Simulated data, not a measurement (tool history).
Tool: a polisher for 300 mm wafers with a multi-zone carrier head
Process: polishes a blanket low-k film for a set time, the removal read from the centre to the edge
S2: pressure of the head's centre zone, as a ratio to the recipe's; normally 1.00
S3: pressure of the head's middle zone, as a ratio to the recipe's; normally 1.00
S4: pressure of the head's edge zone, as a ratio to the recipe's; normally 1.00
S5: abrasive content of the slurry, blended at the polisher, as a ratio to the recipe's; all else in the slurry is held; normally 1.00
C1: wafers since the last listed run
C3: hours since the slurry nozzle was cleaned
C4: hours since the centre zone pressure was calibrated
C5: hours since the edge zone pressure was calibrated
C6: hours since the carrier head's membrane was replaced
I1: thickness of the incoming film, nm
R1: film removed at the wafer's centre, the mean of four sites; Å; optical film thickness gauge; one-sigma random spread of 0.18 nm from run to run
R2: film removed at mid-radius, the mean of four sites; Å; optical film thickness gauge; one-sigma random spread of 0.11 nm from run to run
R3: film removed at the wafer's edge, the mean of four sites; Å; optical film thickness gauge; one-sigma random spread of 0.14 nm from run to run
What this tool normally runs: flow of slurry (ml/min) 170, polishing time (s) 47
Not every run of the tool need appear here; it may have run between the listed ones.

Run 1, hour 0.0: usual settings; C1 0; wafers polished on this pad 514; C3 173.9; C4 648.5; C5 984.7; C6 455.5; I1 708.5. Result: R1 148 Å, R2 146 Å, R3 147 Å.
Run 2, hour 17.1: usual settings; C1 178; wafers polished on this pad 692; C3 191.0; C4 665.6; C5 1001.8; C6 472.6; I1 706.4. Result: R1 146 Å, R2 145 Å, R3 148 Å.
Run 3, hour 42.1: usual settings but flow of slurry (ml/min) 125, S5 1.10; C1 260; wafers polished on this pad 953; C3 216.0; C4 690.6; C5 1026.8; C6 497.6; I1 713.8. Result: R1 137 Å, R2 135 Å, R3 141 Å.
At hour 54.2: worn pad replaced by a new one.
Run 4, hour 76.7: usual settings but flow of slurry (ml/min) 125, S5 1.10; C1 319; wafers polished on this pad 234; C3 250.6; C4 725.2; C5 1061.4; C6 532.2; I1 706.2. Result: R1 136 Å, R2 137 Å, R3 145 Å.
Run 5, hour 103.8: usual settings but flow of slurry (ml/min) 125, S5 1.10; C1 282; wafers polished on this pad 517; C3 277.7; C4 752.3; C5 1088.5; C6 559.3; I1 702.7. Result: R1 136 Å, R2 137 Å, R3 141 Å.
Run 6, hour 135.2: usual settings but S3 1.04, polishing time (s) 42; C1 327; wafers polished on this pad 845; C3 309.1; C4 783.7; C5 1119.9; C6 590.7; I1 709.8. Result: R1 127 Å, R2 131 Å, R3 130 Å.
Run 7, hour 155.8: usual settings but S3 1.04, polishing time (s) 42; C1 214; wafers polished on this pad 1060; C3 329.7; C4 804.3; C5 1140.5; C6 611.3; I1 717.2. Result: R1 129 Å, R2 133 Å, R3 126 Å.
Run 8, hour 177.2: usual settings but S3 1.04, polishing time (s) 42; C1 223; wafers polished on this pad 1283; C3 351.1; C4 825.7; C5 1161.9; C6 632.7; I1 718.0. Result: R1 125 Å, R2 131 Å, R3 129 Å.
At hour 182.5: worn pad replaced by a new one.
Run 9, hour 205.6: usual settings but S5 1.25; C1 254; wafers polished on this pad 240; C3 379.5; C4 854.1; C5 1190.3; C6 661.1; I1 709.1. Result: R1 148 Å, R2 151 Å, R3 152 Å.
Run 10, hour 239.3: usual settings; C1 351; wafers polished on this pad 592; C3 413.2; C4 887.8; C5 1224.0; C6 694.8; I1 697.3. Result: R1 139 Å, R2 141 Å, R3 141 Å.
At hour 294.9: carrier head's membrane replaced by a new one.
At hour 305.5: worn pad replaced by a new one.
Run 11, hour 308.7: usual settings but S3 0.90, S5 0.85; C1 630; wafers polished on this pad 33; C3 482.6; C4 957.2; C5 1293.4; C6 13.8; I1 708.2. Result: R1 135 Å, R2 122 Å, R3 136 Å.
Run 12, hour 324.3: usual settings but S2 1.04; C1 162; wafers polished on this pad 196; C3 498.2; C4 972.8; C5 1309.0; C6 29.4; I1 718.5. Result: R1 143 Å, R2 138 Å, R3 142 Å.
At hour 332.9: edge zone pressure recalibrated.
Run 13, hour 337.6: usual settings but flow of slurry (ml/min) 125, S5 1.10; C1 117; wafers polished on this pad 314; C3 511.5; C4 986.1; C5 4.7; C6 42.7; I1 713.9. Result: R1 126 Å, R2 127 Å, R3 139 Å.
Run 14, hour 371.2: usual settings but S2 1.11; C1 350; wafers polished on this pad 664; C3 545.1; C4 1019.7; C5 38.3; C6 76.3; I1 713.8. Result: R1 151 Å, R2 134 Å, R3 142 Å.
Run 15, hour 388.4: usual settings but S2 0.89, S4 0.94, polishing time (s) 63; C1 179; wafers polished on this pad 844; C3 562.3; C4 1036.9; C5 55.5; C6 93.5; I1 712.2. Result: R1 159 Å, R2 181 Å, R3 183 Å.
At hour 405.0: slurry nozzle cleaned.
At hour 406.2: worn pad replaced by a new one, of another model than before.
Run 16, hour 406.7: usual settings but flow of slurry (ml/min) 185, S5 0.80; C1 167; wafers polished on this pad 5; C3 1.7; C4 1055.2; C5 73.8; C6 111.8; I1 711.5. Result: R1 140 Å, R2 139 Å, R3 141 Å.
At hour 419.0: centre zone pressure recalibrated.
Run 17, hour 437.6: usual settings; C1 301; wafers polished on this pad 306; C3 32.6; C4 18.6; C5 104.7; C6 142.7; I1 711.2. Result: R1 146 Å, R2 144 Å, R3 146 Å.
Run 18, hour 460.3: usual settings; C1 236; wafers polished on this pad 543; C3 55.3; C4 41.3; C5 127.4; C6 165.4; I1 701.5. Result: R1 145 Å, R2 144 Å, R3 145 Å.
Run 19, hour 489.5: usual settings but S3 1.07, S4 1.06, S5 1.25; C1 304; wafers polished on this pad 848; C3 84.5; C4 70.5; C5 156.6; C6 194.6; I1 712.4. Result: R1 153 Å, R2 162 Å, R3 159 Å.
At hour 526.5: worn pad replaced by a new one.
Run 20, hour 527.0: usual settings; C1 349; wafers polished on this pad 4; C3 122.0; C4 108.0; C5 194.1; C6 232.1; I1 725.5. Result: R1 147 Å, R2 145 Å, R3 145 Å.
Run 21, hour 549.4: usual settings but S4 1.08; C1 233; wafers polished on this pad 238; C3 144.4; C4 130.4; C5 216.5; C6 254.5; I1 720.7. Result: R1 148 Å, R2 142 Å, R3 153 Å.

Consider 5 possible next runs. They are alternatives, not a sequence: every one starts from the tool as it was left by run 21. What does each give?
Run A, hour 549.8: usual settings but S2 1.07; C1 4; wafers polished on this pad 242; C3 144.8; C4 130.8; C5 216.9; C6 254.9; I1 715.1. Result: R1 ?, R2 ?, R3 ?.
Run B, hour 549.8: usual settings but S2 1.05, S4 0.95; C1 4; wafers polished on this pad 242; C3 144.8; C4 130.8; C5 216.9; C6 254.9; I1 715.1. Result: R1 ?, R2 ?, R3 ?.
Run C, hour 549.8: usual settings but S3 0.88, polishing time (s) 34; C1 4; wafers polished on this pad 242; C3 144.8; C4 130.8; C5 216.9; C6 254.9; I1 715.1. Result: R1 ?, R2 ?, R3 ?.
Run D, hour 549.8: usual settings but flow of slurry (ml/min) 145, S2 0.88, S4 1.12, S5 0.75; C1 4; wafers polished on this pad 242; C3 144.8; C4 130.8; C5 216.9; C6 254.9; I1 715.1. Result: R1 ?, R2 ?, R3 ?.
Run E, hour 549.8: usual settings but S3 1.11, S4 1.12, S5 1.10, polishing time (s) 35; C1 4; wafers polished on this pad 242; C3 144.8; C4 130.8; C5 216.9; C6 254.9; I1 715.1. Result: R1 ?, R2 ?, R3 ?.

run   R1   R2   R3
  A  155  145  150
  B  152  145  146
  C  105   94  109
  D  115  132  145
  E  110  121  121
Take away the tool's hidden state, keep each run's random variation, and the runs would have read:
run   R1   R2   R3
  A  155  146  150
  B  152  146  146
  C  105   95  109
  D  116  132  145
  E  111  121  121

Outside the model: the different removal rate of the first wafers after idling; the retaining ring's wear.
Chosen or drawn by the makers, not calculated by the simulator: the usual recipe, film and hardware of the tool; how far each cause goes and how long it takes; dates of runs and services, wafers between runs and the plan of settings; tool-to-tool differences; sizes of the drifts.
